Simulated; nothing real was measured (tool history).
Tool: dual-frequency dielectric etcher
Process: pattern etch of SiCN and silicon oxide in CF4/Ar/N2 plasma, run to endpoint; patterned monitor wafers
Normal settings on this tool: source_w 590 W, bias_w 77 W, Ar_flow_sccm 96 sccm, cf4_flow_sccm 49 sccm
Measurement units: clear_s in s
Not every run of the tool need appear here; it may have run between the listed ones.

| run | day | source_w | bias_w | Ar_flow_sccm | cf4_flow_sccm | wafers since the last listed run | hours since the last wet clean | hours since the last source power generator calibration | hours since the last bias power generator calibration | hours since the last Ar flow controller change | hours since the last CF4 flow controller change | hours since the last upper electrode change | incoming incoming film thickness, nm | clear_s |
|---|---|---|---|---|---|---|---|---|---|---|---|---|---|---|
| 1 | 0.000 | 590 | 77 | 96 | 49 | 0 | 15.2 | 4802.9 | 1628.7 | 1373.4 | 4685.0 | 2630.8 | 8.91 | 7.9 |
| 2 | 1.408 | 590 | 77 | 96 | 49 | 268 | 49.0 | 4836.7 | 1662.5 | 1407.2 | 4718.8 | 2664.6 | 8.89 | 8.0 |
| 3 | 3.104 | 590 | 59 | 115 | 49 | 323 | 89.7 | 4877.4 | 1703.2 | 1447.9 | 4759.5 | 2705.3 | 8.97 | 8.8 |
| 4 | 5.658 | 700 | 65 | 96 | 49 | 486 | 151.0 | 4938.7 | 1764.5 | 1509.2 | 4820.8 | 2766.6 | 8.89 | 6.8 |
| 5 | 14.517 | 590 | 77 | 96 | 49 | 1687 | 363.6 | 5151.3 | 1977.1 | 1721.8 | 5033.4 | 2979.2 | 8.85 | 7.8 |
|  | 16.525 | source power generator calibrated |
| 6 | 17.017 | 460 | 72 | 96 | 40 | 444 | 423.6 | 11.8 | 2037.1 | 1781.8 | 5093.4 | 3039.2 | 8.82 | 11.2 |
| 7 | 19.200 | 590 | 77 | 96 | 49 | 416 | 476.0 | 64.2 | 2089.5 | 1834.2 | 5145.8 | 3091.6 | 8.95 | 8.1 |
| 8 | 21.212 | 450 | 60 | 82 | 60 | 383 | 524.3 | 112.5 | 2137.8 | 1882.5 | 5194.1 | 3139.9 | 8.88 | 11.3 |
|  | 22.521 | wet clean of the chamber |
| 9 | 22.675 | 590 | 77 | 89 | 49 | 88 | 3.7 | 147.6 | 2172.9 | 1917.6 | 5229.2 | 3175.0 | 8.84 | 8.0 |
| 10 | 24.496 | 590 | 77 | 96 | 49 | 346 | 47.4 | 191.3 | 2216.6 | 1961.3 | 5272.9 | 3218.7 | 8.85 | 8.2 |
|  | 26.321 | bias power generator calibrated |
| 11 | 26.342 | 590 | 77 | 96 | 49 | 319 | 91.7 | 235.6 | 0.5 | 2005.6 | 5317.2 | 3263.0 | 8.90 | 8.2 |
| 12 | 28.275 | 590 | 77 | 96 | 49 | 368 | 138.1 | 282.0 | 46.9 | 2052.0 | 5363.6 | 3309.4 | 8.78 | 8.1 |
| 13 | 30.812 | 590 | 77 | 87 | 49 | 483 | 199.0 | 342.9 | 107.8 | 2112.9 | 5424.5 | 3370.3 | 8.99 | 8.0 |
| 14 | 31.908 | 590 | 77 | 96 | 49 | 208 | 225.3 | 369.2 | 134.1 | 2139.2 | 5450.8 | 3396.6 | 8.84 | 8.1 |
|  | 32.275 | source power generator calibrated, repeated, since the last time left the tool worse |
|  | 34.425 | CF4 flow controller replaced |
| 15 | 34.833 | 460 | 77 | 76 | 49 | 477 | 295.5 | 61.4 | 204.3 | 2209.4 | 9.8 | 3466.8 | 8.91 | 9.7 |
| 16 | 37.617 | 550 | 77 | 96 | 49 | 530 | 362.3 | 128.2 | 271.1 | 2276.2 | 76.6 | 3533.6 | 8.94 | 8.3 |
| 17 | 40.071 | 460 | 85 | 96 | 49 | 467 | 421.2 | 187.1 | 330.0 | 2335.1 | 135.5 | 3592.5 | 8.96 | 9.9 |
|  | 41.238 | wet clean of the chamber |
|  | 41.975 | upper electrode replaced |
| 18 | 41.996 | 590 | 77 | 96 | 49 | 35 | 18.2 | 233.3 | 376.2 | 2381.3 | 181.7 | 0.5 | 8.91 | 7.7 |
|  | 42.988 | Ar flow controller replaced |
| 19 | 49.342 | 690 | 69 | 116 | 45 | 1352 | 194.5 | 409.6 | 552.5 | 152.5 | 358.0 | 176.8 | 8.94 | 6.9 |
| 20 | 51.854 | 590 | 88 | 96 | 61 | 478 | 254.8 | 469.9 | 612.8 | 212.8 | 418.3 | 237.1 | 9.01 | 7.3 |
| 21 | 54.383 | 480 | 96 | 96 | 49 | 481 | 315.5 | 530.6 | 673.5 | 273.5 | 479.0 | 297.8 | 8.86 | 9.1 |
| 22 | 59.400 | 590 | 77 | 96 | 49 | 955 | 435.9 | 651.0 | 793.9 | 393.9 | 599.4 | 418.2 | 8.86 | 7.5 |

Forecast run 23:
|  | 61.417 | wet clean of the chamber |
| 23 | 61.992 | 590 | 95 | 85 | 49 | 303 | 13.8 | 713.2 | 856.1 | 456.1 | 661.6 | 480.4 | 8.91 | ? |

Run 23 produced clear_s 7.1 s.
Take away the tool's hidden state, keep the run-to-run variation as it was, and the same run would have given clear_s 7.0 s.

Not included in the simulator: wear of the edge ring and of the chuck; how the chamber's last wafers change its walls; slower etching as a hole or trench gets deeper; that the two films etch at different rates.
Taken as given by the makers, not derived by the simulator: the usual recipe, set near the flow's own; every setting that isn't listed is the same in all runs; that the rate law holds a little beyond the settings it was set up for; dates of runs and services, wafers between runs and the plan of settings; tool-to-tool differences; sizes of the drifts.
